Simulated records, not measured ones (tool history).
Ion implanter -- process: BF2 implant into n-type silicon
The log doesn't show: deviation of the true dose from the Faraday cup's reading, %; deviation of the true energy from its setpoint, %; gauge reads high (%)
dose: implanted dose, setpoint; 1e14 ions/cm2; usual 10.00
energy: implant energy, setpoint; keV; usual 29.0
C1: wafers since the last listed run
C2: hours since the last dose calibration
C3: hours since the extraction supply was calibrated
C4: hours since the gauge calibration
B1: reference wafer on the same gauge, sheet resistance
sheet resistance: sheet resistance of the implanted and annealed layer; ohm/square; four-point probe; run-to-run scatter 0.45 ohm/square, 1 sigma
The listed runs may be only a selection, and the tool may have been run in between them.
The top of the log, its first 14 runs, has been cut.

Run 15, hour 1002.4: usual settings but dose 11.27 1e14 ions/cm2; C1 758; C2 147.1; C3 3653.4; C4 1726.2; B1 164.07. Result: sheet resistance 142.69 ohm/square.
Run 16, hour 1079.1: usual settings but dose 12.28 1e14 ions/cm2, energy 26.0 keV; C1 1075; C2 223.8; C3 3730.1; C4 1802.9; B1 163.94. Result: sheet resistance 143.33 ohm/square.
Run 17, hour 1147.6: usual settings but dose 8.94 1e14 ions/cm2; C1 960; C2 292.3; C3 3798.6; C4 1871.4; B1 164.05. Result: sheet resistance 159.79 ohm/square.
Run 18, hour 1207.2: usual settings but dose 7.22 1e14 ions/cm2, energy 37.5 keV; C1 835; C2 351.9; C3 3858.2; C4 1931.0; B1 163.93. Result: sheet resistance 173.75 ohm/square.
Run 19, hour 1284.9: usual settings but dose 8.51 1e14 ions/cm2, energy 38.0 keV; C1 1089; C2 429.6; C3 3935.9; C4 2008.7; B1 164.20. Result: sheet resistance 154.40 ohm/square.
Run 20, hour 1332.1: usual settings; C1 661; C2 476.8; C3 3983.1; C4 2055.9; B1 164.08. Result: sheet resistance 150.61 ohm/square.
Run 21, hour 1381.9: usual settings but dose 11.51 1e14 ions/cm2; C1 698; C2 526.6; C3 4032.9; C4 2105.7; B1 163.90. Result: sheet resistance 141.91 ohm/square.
At hour 1427.0: extraction supply calibrated.
Run 22, hour 1455.8: usual settings but dose 11.44 1e14 ions/cm2; C1 923; C2 600.5; C3 28.8; C4 2179.6; B1 164.09. Result: sheet resistance 141.93 ohm/square.
Run 23, hour 1534.1: usual settings; C1 1097; C2 678.8; C3 107.1; C4 2257.9; B1 163.95. Result: sheet resistance 151.27 ohm/square.
At hour 1594.4: gauge calibrated.
Run 24, hour 1626.5: usual settings but dose 12.26 1e14 ions/cm2; C1 1295; C2 771.2; C3 199.5; C4 32.1; B1 164.16. Result: sheet resistance 138.49 ohm/square.
Run 25, hour 1674.7: usual settings; C1 675; C2 819.4; C3 247.7; C4 80.3; B1 164.10. Result: sheet resistance 150.62 ohm/square.
Run 26, hour 1755.9: usual settings but dose 11.19 1e14 ions/cm2, energy 32.5 keV; C1 1138; C2 900.6; C3 328.9; C4 161.5; B1 163.91. Result: sheet resistance 137.38 ohm/square.
Run 27, hour 1792.9: usual settings but dose 7.51 1e14 ions/cm2, energy 22.5 keV; C1 518; C2 937.6; C3 365.9; C4 198.5; B1 163.91. Result: sheet resistance 188.57 ohm/square.
Run 28, hour 1876.2: usual settings but dose 10.76 1e14 ions/cm2, energy 36.0 keV; C1 1167; C2 1020.9; C3 449.2; C4 281.8; B1 164.12. Result: sheet resistance 135.74 ohm/square.
Run 29, hour 1953.1: usual settings but energy 36.5 keV; C1 1078; C2 1097.8; C3 526.1; C4 358.7; B1 164.02. Result: sheet resistance 140.82 ohm/square.
Run 30, hour 1990.5: usual settings but dose 11.82 1e14 ions/cm2, energy 33.5 keV; C1 524; C2 1135.2; C3 563.5; C4 396.1; B1 163.83. Result: sheet resistance 133.95 ohm/square.
Run 31, hour 2072.0: usual settings but dose 12.01 1e14 ions/cm2, energy 23.0 keV; C1 1142; C2 1216.7; C3 645.0; C4 477.6; B1 164.00. Result: sheet resistance 149.78 ohm/square.
Run 32, hour 2139.1: usual settings but dose 7.07 1e14 ions/cm2, energy 23.0 keV; C1 940; C2 1283.8; C3 712.1; C4 544.7; B1 164.01. Result: sheet resistance 195.78 ohm/square.
At hour 2152.0: Faraday cup replaced and dose calibrated.
Run 33, hour 2191.9: usual settings but energy 21.0 keV; C1 628; C2 39.9; C3 764.9; C4 597.5; B1 163.79. Result: sheet resistance 166.17 ohm/square.
Run 34, hour 2271.2: usual settings but dose 11.38 1e14 ions/cm2, energy 19.5 keV; C1 1111; C2 119.2; C3 844.2; C4 676.8; B1 164.10. Result: sheet resistance 162.91 ohm/square.
Run 35, hour 2365.9: usual settings but dose 12.87 1e14 ions/cm2; C1 1327; C2 213.9; C3 938.9; C4 771.5; B1 164.08. Result: sheet resistance 135.71 ohm/square.
Run 36, hour 2440.9: usual settings but dose 12.50 1e14 ions/cm2, energy 23.0 keV; C1 1051; C2 288.9; C3 1013.9; C4 846.5; B1 163.93. Result: sheet resistance 148.54 ohm/square.

Below are 5 alternative next runs, each starting from the tool's condition after run 36. Predict each:
Run A, hour 2441.3: usual settings; C1 5; C2 289.3; C3 1014.3; C4 846.9; B1 ?. Result: sheet resistance ?.
Run B, hour 2441.3: usual settings but dose 12.89 1e14 ions/cm2, energy 21.0 keV; C1 5; C2 289.3; C3 1014.3; C4 846.9; B1 ?. Result: sheet resistance ?.
Run C, hour 2441.3: usual settings but dose 12.35 1e14 ions/cm2, energy 19.5 keV; C1 5; C2 289.3; C3 1014.3; C4 846.9; B1 ?. Result: sheet resistance ?.
Run D, hour 2441.3: usual settings but dose 11.96 1e14 ions/cm2, energy 19.5 keV; C1 5; C2 289.3; C3 1014.3; C4 846.9; B1 ?. Result: sheet resistance ?.
Run E, hour 2441.3: usual settings but dose 7.54 1e14 ions/cm2, energy 22.5 keV; C1 5; C2 289.3; C3 1014.3; C4 846.9; B1 ?. Result: sheet resistance ?.

run      B1  sheet resistance
  A  164.08            150.77
  B  164.08            152.20
  C  164.08            157.87
  D  164.08            159.40
  E  164.08            189.14
Without the tool's unlogged condition, the same runs would have read:
run  sheet resistance
  A            150.77
  B            152.20
  C            157.87
  D            159.40
  E            189.14
